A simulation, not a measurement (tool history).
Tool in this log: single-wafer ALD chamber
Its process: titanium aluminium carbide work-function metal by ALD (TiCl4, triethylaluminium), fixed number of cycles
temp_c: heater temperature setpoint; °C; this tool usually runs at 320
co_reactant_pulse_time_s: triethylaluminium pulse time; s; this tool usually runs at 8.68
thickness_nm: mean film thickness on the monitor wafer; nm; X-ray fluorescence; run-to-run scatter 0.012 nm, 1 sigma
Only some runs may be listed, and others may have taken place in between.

| run | day | temp_c | co_reactant_pulse_time_s | read-back reference wafer on the same gauge, thickness_nm | thickness_nm |
|---|---|---|---|---|---|
| 1 | 0 | 320 | 6.73 | 1.997 | 2.008 |
| 2 | 1.367 | 330 | 8.68 | 1.997 | 2.337 |
| 3 | 2.596 | 320 | 10.52 | 2.001 | 2.305 |
| 4 | 3.838 | 328 | 8.68 | 2.002 | 2.308 |
| 5 | 4.879 | 320 | 8.68 | 1.995 | 2.226 |
| 6 | 5.85 | 320 | 8.68 | 2.003 | 2.242 |
| 7 | 9.754 | 320 | 8.68 | 2.001 | 2.227 |
| 8 | 14.092 | 320 | 8.68 | 2.004 | 2.218 |
| 9 | 16.317 | 320 | 8.68 | 1.999 | 2.231 |
|  | 17.812 | triethylaluminium bottle replaced |
| 10 | 17.833 | 317 | 8.68 | 2.001 | 2.191 |
| 11 | 18.958 | 317 | 8.68 | 2.002 | 2.177 |
|  | 19.933 | showerhead replaced |
| 12 | 19.954 | 317 | 8.68 | 1.999 | 2.209 |
| 13 | 20.958 | 327 | 8.68 | 2.003 | 2.316 |
| 14 | 21.725 | 320 | 8.68 | 2 | 2.228 |
| 15 | 22.804 | 314 | 8.68 | 2.003 | 2.163 |
|  | 23.138 | gauge calibrated |
|  | 23.192 | thermocouple changed; heater temperature recalibrated |
| 16 | 23.958 | 330 | 9.93 | 2 | 2.395 |
| 17 | 24.529 | 320 | 8.68 | 2.001 | 2.24 |
| 18 | 25.867 | 333 | 12.13 | 2.005 | 2.48 |
| 19 | 26.762 | 334 | 8.68 | 1.998 | 2.382 |
| 20 | 27.442 | 320 | 8.68 | 1.995 | 2.208 |
| 21 | 31.242 | 334 | 5.27 | 1.998 | 1.66 |
| 22 | 32.65 | 328 | 9.85 | 1.999 | 2.351 |
| 23 | 34.129 | 315 | 9.96 | 2.002 | 2.234 |
| 24 | 34.954 | 320 | 8.68 | 2.001 | 2.216 |
| 25 | 38.683 | 324 | 8.68 | 2.001 | 2.265 |
| 26 | 39.696 | 320 | 11.49 | 1.997 | 2.323 |
| 27 | 41.967 | 320 | 8.68 | 2.001 | 2.229 |
| 28 | 43.1 | 315 | 10.91 | 2.001 | 2.264 |
| 29 | 44.362 | 306 | 7.36 | 1.999 | 1.964 |
| 30 | 48.788 | 329 | 6.19 | 1.999 | 1.945 |
| 31 | 49.779 | 332 | 9.59 | 1.999 | 2.401 |
| 32 | 50.3 | 317 | 8.68 | 1.999 | 2.201 |
| 33 | 51.017 | 320 | 5.62 | 2 | 1.68 |
| 34 | 52.142 | 309 | 10.32 | 2.003 | 2.193 |

What was the tool's hidden state at every run in the log?
wafer temperature above the value expected at the setpoint (K): 0 in every run
triethylaluminium dose above that of a fresh bottle (%): 0 in every run
gauge reads high (%): 0 in every run
